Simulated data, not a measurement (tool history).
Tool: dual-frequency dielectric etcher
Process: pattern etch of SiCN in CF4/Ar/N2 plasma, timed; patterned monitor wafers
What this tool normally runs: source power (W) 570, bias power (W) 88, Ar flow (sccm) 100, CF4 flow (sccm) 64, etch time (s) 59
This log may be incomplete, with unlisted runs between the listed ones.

run	hour	source power (W)	bias power (W)	Ar flow (sccm)	CF4 flow (sccm)	etch time (s)	read-back reference wafer on the same gauge, depth_nm	mean etch depth across the wafer (Å)
1	0	570	88	100	64	75.5	66.3	799
2	60.5	570	106	114	64	71.5	66.4	790
3	128.2	660	88	100	72	59	66.4	733
# hour 178.5: wet clean of the chamber
4	203.7	570	88	123	78	59	66.4	634
5	268.3	570	88	100	74	45.5	66.5	496
6	357.4	570	70	100	64	59	66.5	586
7	454.4	650	109	85	64	59	66.5	750
# hour 534.5: CF4 flow controller replaced
8	554.2	700	99	112	64	59	66.4	762
9	605.3	570	88	100	64	59	66.3	624
10	652.5	570	88	100	64	59	66.4	618
# hour 721.4: source power generator calibrated
11	736.4	570	88	116	64	45	66.4	492
12	820.4	570	88	100	64	59	66.4	657
# hour 852.6: upper electrode replaced
13	906.4	570	88	100	64	59	66.3	646
# hour 971.8: wet clean of the chamber
14	972.3	500	88	100	74	59	66.4	598
15	1023.8	570	88	119	68	59	66.4	654
16	1090.5	570	88	100	64	59	66.3	653
17	1348.1	570	68	100	78	59	66.4	635
18	1451.9	570	88	100	56	59	66.3	633
19	1518.6	570	88	100	64	59	66.3	656
20	1624.7	570	88	100	64	59	66.3	646

Below are 5 alternative next runs, each starting from the tool's condition after run 20. Predict each:
A	1625.1	570	76	100	64	59	?	?
B	1625.1	570	67	87	73	59	?	?
C	1625.1	570	106	108	64	44.5	?	?
D	1625.1	570	88	100	64	66	?	?
E	1625.1	440	88	100	64	74	?	?

run	read-back reference wafer on the same gauge, depth_nm	mean etch depth across the wafer (Å)
A	66.4	627
B	66.4	633
C	66.4	516
D	66.4	730
E	66.4	653
Without the tool's unlogged condition, the same runs would have read:
run	mean etch depth across the wafer (Å)
A	632
B	638
C	521
D	737
E	659
